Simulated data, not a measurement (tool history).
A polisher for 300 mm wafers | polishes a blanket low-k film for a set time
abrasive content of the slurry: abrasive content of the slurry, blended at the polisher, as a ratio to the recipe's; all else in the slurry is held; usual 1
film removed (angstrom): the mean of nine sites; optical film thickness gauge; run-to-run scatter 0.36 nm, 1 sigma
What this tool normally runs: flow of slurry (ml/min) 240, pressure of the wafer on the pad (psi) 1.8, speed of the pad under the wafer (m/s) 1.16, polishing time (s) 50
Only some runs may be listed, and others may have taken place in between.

run,hour,flow of slurry (ml/min),pressure of the wafer on the pad (psi),speed of the pad under the wafer (m/s),abrasive content of the slurry,polishing time (s),wafers since the last listed run,wafers polished on this pad,hours since the slurry nozzle was cleaned,hours since the head pressure was calibrated,hours since the slurry blender was calibrated,hours since the conditioning disc was replaced,"incoming thickness of the incoming film, nm",film removed (angstrom)
1,0,240,1.8,1.16,1,50,0,154,87.1,384.9,51.6,99,646.8,255
2,32,240,1.8,1.16,1,50,400,554,119.1,416.9,83.6,131,649.7,251
3,44.1,240,1.8,1.16,1,50,151,705,131.2,429,95.7,143.1,638.8,251
4,61,175,1.8,1.16,0.8,50,211,917,148.1,445.9,112.6,160,640.1,215
# hour 74.8: slurry blender recalibrated
5,75.8,175,1.8,1.16,0.8,50,160,1077,162.9,460.7,1,174.8,639.7,215
# hour 109.6: worn pad replaced by a new one
6,110.1,240,1.8,1.16,1,50,378,6,197.2,495,35.3,209.1,652.2,263
# hour 113.8: conditioning disc replaced and pad reconditioned
7,141.7,285,1.8,1.16,1,50,370,376,228.8,526.6,66.9,27.9,658.4,266
8,155.6,285,1.8,1.16,1,50,173,550,242.7,540.5,80.8,41.8,657.2,259
# hour 181.7: slurry nozzle cleaned
9,182.4,185,1.8,1.16,1,50,322,873,0.7,567.3,107.6,68.6,644.8,244
# hour 201.2: slurry blender recalibrated
10,231.8,185,1.8,1.16,1,50,592,1465,50.1,616.7,30.6,118,645.2,218
# hour 248.8: worn pad replaced by a new one
11,252.2,185,1.8,1.16,1,50,205,42,70.5,637.1,51,138.4,646.1,254
12,277.4,240,1.8,1.16,1,50,315,357,95.7,662.3,76.2,163.6,643.5,265
13,304.4,240,1.8,1.16,1,50,337,695,122.7,689.3,103.2,190.6,652.2,264
# hour 329.1: slurry blender recalibrated
14,338.5,240,2,1.16,1,50,401,1096,156.8,723.4,9.4,224.7,658.3,283
15,357.8,240,1.8,1.16,1,50,241,1338,176.1,742.7,28.7,244,654,252
# hour 372.5: worn pad replaced by a new one
# hour 381.5: conditioning disc replaced and pad reconditioned
16,425.5,240,1.8,1,1.2,65,771,637,243.8,810.4,96.4,44,655.7,326
17,455.9,240,2.2,0.9,1,64,380,1017,274.2,840.8,126.8,74.4,647.5,329
# hour 461.4: head pressure recalibrated
# hour 462.7: slurry blender recalibrated
# hour 465.1: slurry nozzle cleaned
18,483,270,1.8,1.16,1.3,50,284,1302,17.9,21.6,20.3,101.5,659.1,247
# hour 504.8: worn pad replaced by a new one
19,505.3,240,1.6,1.16,1,35,228,6,40.2,43.9,42.6,123.8,657.7,154
20,531.9,180,1.8,1.44,1,50,332,339,66.8,70.5,69.2,150.4,639.4,275
21,554.5,240,1.4,1.28,1,50,282,621,89.4,93.1,91.8,173,641.5,202
22,588.2,240,1.8,1.16,0.9,50,421,1043,123.1,126.8,125.5,206.7,657.3,233
23,607.1,180,2.3,1.16,1,39,236,1279,142,145.7,144.4,225.6,644.5,222
# hour 609.9: slurry blender recalibrated
24,619.4,240,1.4,0.98,1,50,128,1408,154.3,158,9.5,237.9,655.2,157
# hour 646.6: conditioning disc replaced and pad reconditioned
25,647.1,240,1.8,1.16,1,50,321,1729,182,185.7,37.2,0.5,657.3,217
# hour 655.7: worn pad replaced by a new one
26,658,240,1.8,1.16,1.25,59,86,28,192.9,196.6,48.1,11.4,660.5,313

Hidden state or all else? Some run-to-run changes of film removed (angstrom), split into what the settings, what came in and random variation would give without the hidden state, and what is left for the hidden state (with any gauge scatter that isn't in both results):
The hidden state here: removal rate lost through wear of the pad, %; slurry flow missing at the pad, %; deviation of the head's pressure from its setpoint, %; abrasive missing from the slurry, %; time polished since the conditioner stopped cutting, s.
Run 10 -> 11: worn pad replaced by a new one. film removed (angstrom) +36: hidden state +29, all else +7.
Run 17 -> 18: flow of slurry (ml/min) 240 -> 270, pressure of the wafer on the pad (psi) 2.2 -> 1.8, speed of the pad under the wafer (m/s) 0.9 -> 1.16, abrasive content of the slurry 1 -> 1.3, polishing time (s) 64 -> 50, head pressure recalibrated, slurry blender recalibrated, slurry nozzle cleaned. film removed (angstrom) -82: hidden state -36, all else -46.
Run 19 -> 20: flow of slurry (ml/min) 240 -> 180, pressure of the wafer on the pad (psi) 1.6 -> 1.8, speed of the pad under the wafer (m/s) 1.16 -> 1.44, polishing time (s) 35 -> 50. film removed (angstrom) +121: hidden state -2, all else +123.
Run 25 -> 26: abrasive content of the slurry 1 -> 1.25, polishing time (s) 50 -> 59, worn pad replaced by a new one. film removed (angstrom) +96: hidden state +29, all else +67.
